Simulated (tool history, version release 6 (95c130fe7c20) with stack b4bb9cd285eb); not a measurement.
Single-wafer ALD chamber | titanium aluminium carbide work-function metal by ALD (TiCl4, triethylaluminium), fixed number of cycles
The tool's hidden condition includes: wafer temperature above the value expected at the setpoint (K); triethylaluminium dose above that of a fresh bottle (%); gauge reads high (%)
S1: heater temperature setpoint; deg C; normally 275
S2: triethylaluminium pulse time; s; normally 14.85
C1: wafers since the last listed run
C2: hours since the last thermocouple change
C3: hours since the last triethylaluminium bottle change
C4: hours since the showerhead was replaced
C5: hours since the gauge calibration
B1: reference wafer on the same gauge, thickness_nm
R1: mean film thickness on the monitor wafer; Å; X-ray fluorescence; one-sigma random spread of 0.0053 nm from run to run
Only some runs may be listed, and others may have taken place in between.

run 1 day=0 | S1=275 S2=14.85 | C1=0 C2=1792.1 C3=899.3 C4=7892.6 C5=271.2 | B1=1.952 | R1=18.13
run 2 day=2.312 | S1=275 S2=14.85 | C1=312 C2=1847.6 C3=954.8 C4=7948.1 C5=326.7 | B1=1.949 | R1=18.19
run 3 day=4.246 | S1=275 S2=14.85 | C1=261 C2=1894 C3=1001.2 C4=7994.5 C5=373.1 | B1=1.95 | R1=18.04
run 4 day=7.6 | S1=285 S2=18.87 | C1=453 C2=1974.5 C3=1081.7 C4=8075 C5=453.6 | B1=1.949 | R1=19.13
run 5 day=10.008 | S1=275 S2=14.85 | C1=325 C2=2032.3 C3=1139.5 C4=8132.8 C5=511.4 | B1=1.949 | R1=18.17
run 6 day=12.229 | S1=275 S2=14.85 | C1=300 C2=2085.6 C3=1192.8 C4=8186.1 C5=564.7 | B1=1.95 | R1=18.16
run 7 day=15.908 | S1=275 S2=14.85 | C1=497 C2=2173.9 C3=1281.1 C4=8274.4 C5=653 | B1=1.951 | R1=18.25
run 8 day=20.4 | S1=280 S2=14.85 | C1=607 C2=2281.7 C3=1388.9 C4=8382.2 C5=760.8 | B1=1.948 | R1=18.67
-- day=20.521 gauge calibrated
-- day=21.467 thermocouple changed; heater temperature recalibrated
run 9 day=23.579 | S1=264 S2=16.78 | C1=385 C2=50.7 C3=1465.2 C4=8458.5 C5=73.4 | B1=1.952 | R1=16.81
run 10 day=25.367 | S1=275 S2=14.85 | C1=241 C2=93.6 C3=1508.1 C4=8501.4 C5=116.3 | B1=1.947 | R1=17.69
-- day=26.962 showerhead replaced, of another model than before
run 11 day=28.871 | S1=280 S2=10.86 | C1=429 C2=177.7 C3=1592.2 C4=45.8 C5=200.4 | B1=1.951 | R1=18.01
-- day=30.142 triethylaluminium bottle replaced
run 12 day=33.712 | S1=275 S2=18.27 | C1=610 C2=293.9 C3=85.7 C4=162 C5=316.6 | B1=1.951 | R1=17.96
run 13 day=37.554 | S1=288 S2=18.37 | C1=519 C2=386.1 C3=177.9 C4=254.2 C5=408.8 | B1=1.947 | R1=19.04
run 14 day=39.633 | S1=275 S2=14.85 | C1=281 C2=436 C3=227.8 C4=304.1 C5=458.7 | B1=1.952 | R1=17.92
run 15 day=43.775 | S1=263 S2=19.64 | C1=560 C2=535.4 C3=327.2 C4=403.5 C5=558.1 | B1=1.951 | R1=16.93
run 16 day=45.438 | S1=275 S2=9.14 | C1=224 C2=575.3 C3=367.1 C4=443.4 C5=598 | B1=1.951 | R1=17.69

Hidden state, per run?
triethylaluminium dose above that of a fresh bottle (%): 0 on each run
gauge reads high (%): 0 on each run
H1: wafer temperature above the value expected at the setpoint (K)
run=1 H1=4.86
run=2 H1=4.9
run=3 H1=4.93
run=4 H1=4.97
run=5 H1=5
run=6 H1=5.03
run=7 H1=5.07
run=8 H1=5.11
run=9 H1=0.289
run=10 H1=0.633
run=11 H1=1.25
run=12 H1=1.99
run=13 H1=2.5
run=14 H1=2.75
run=15 H1=3.2
run=16 H1=3.36
